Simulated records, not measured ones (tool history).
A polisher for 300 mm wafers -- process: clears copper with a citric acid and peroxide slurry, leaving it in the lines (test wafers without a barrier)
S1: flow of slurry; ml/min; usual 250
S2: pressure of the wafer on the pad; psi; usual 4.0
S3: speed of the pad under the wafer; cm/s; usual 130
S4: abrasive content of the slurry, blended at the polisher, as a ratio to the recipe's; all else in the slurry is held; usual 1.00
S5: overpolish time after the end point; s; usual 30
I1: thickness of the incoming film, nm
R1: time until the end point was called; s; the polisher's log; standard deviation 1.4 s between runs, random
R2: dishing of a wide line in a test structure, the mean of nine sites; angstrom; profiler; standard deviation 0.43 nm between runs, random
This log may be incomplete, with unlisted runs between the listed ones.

run	hour	S1	S2	S3	S4	S5	I1	R1	R2
1	0.0	250	4.0	130	1.00	30	518.6	136.0	377
2	25.9	250	4.0	130	1.00	30	516.1	136.0	375
3	114.2	250	4.0	130	1.00	17	511.9	136.1	285
4	138.9	250	4.0	130	1.00	17	505.1	137.9	292
5	152.3	250	5.1	130	1.00	30	520.3	117.6	381
6	178.5	270	4.0	130	1.00	30	513.8	138.5	365
7	192.4	270	4.0	130	1.00	30	521.3	139.7	370
8	206.8	250	4.0	96	1.00	30	515.4	189.8	326
9	237.9	250	4.0	96	1.00	30	518.7	186.2	325
10	264.4	250	4.0	102	1.00	30	504.5	176.2	337
11	295.4	250	4.0	130	1.00	30	517.5	143.7	365
12	327.5	250	4.0	130	1.00	30	512.2	145.0	360
13	360.7	250	4.0	162	1.00	30	519.7	113.0	391
14	395.8	250	4.0	96	1.00	30	506.9	181.6	328
15	420.4	185	4.0	172	0.90	30	513.1	107.4	382
16	448.2	325	2.9	114	0.85	30	521.0	191.6	326
17	468.4	250	4.0	130	1.00	30	515.5	136.6	366
18	502.5	200	2.7	130	0.85	17	515.6	180.3	245
19	520.6	180	3.0	130	1.20	30	510.0	165.9	337
20	546.7	250	4.6	130	1.00	30	507.6	124.8	378
21	562.1	250	4.0	130	1.00	30	512.0	137.7	365
22	580.2	250	4.0	166	1.00	30	518.8	108.6	384
23	600.2	250	4.0	112	1.25	30	513.3	155.2	358
24	617.6	285	4.0	130	1.30	30	506.1	129.9	373
25	648.8	320	2.8	130	0.80	38	526.1	177.4	366
26	669.2	250	4.0	96	1.00	30	514.4	195.0	325

Not shown here: 8 entries made in the log between runs. Locate each between two listed runs and compare the hidden state at the listed run before it with the hidden state at the listed run after it:
Run 2 -> run 3: worn pad replaced by a new one (hour 103.3)
  slurry flow missing at the pad, %: 4.97 -> 11.2
  the result without the hidden state subtracted from the measured one, R1: +0.6 -> +1.4 s; R2: -1 -> -2 angstrom
Run 7 -> run 8: slurry blender recalibrated (hour 203.3)
  slurry flow missing at the pad, %: 21.1 -> 23.4
  the result without the hidden state subtracted from the measured one, R1: +2.7 -> +4.3 s; R2: -2 -> -3 angstrom
Run 10 -> run 11: worn pad replaced by a new one (hour 281.6)
  slurry flow missing at the pad, %: 33.8 -> 40.3
  the result without the hidden state subtracted from the measured one, R1: +6.2 -> +6.5 s; R2: -5 -> -5 angstrom
Run 12 -> run 13: slurry nozzle cleaned (hour 353.1)
  slurry flow missing at the pad, %: 47.7 -> 5.84
  the result without the hidden state subtracted from the measured one, R1: +8.4 -> +0.6 s; R2: -7 -> +0 angstrom
Run 15 -> run 16: head pressure recalibrated (hour 428.1); worn pad replaced by a new one (hour 435.2); slurry blender recalibrated (hour 435.8)
  slurry flow missing at the pad, %: 7.32 -> 8.82
  the result without the hidden state subtracted from the measured one, R1: +0.8 -> +1.2 s; R2: -1 -> -1 angstrom
Run 22 -> run 23: worn pad replaced by a new one (hour 599.7)
  slurry flow missing at the pad, %: 22.9 -> 26.1
  the result without the hidden state subtracted from the measured one, R1: +2.3 -> +4.0 s; R2: -2 -> -3 angstrom
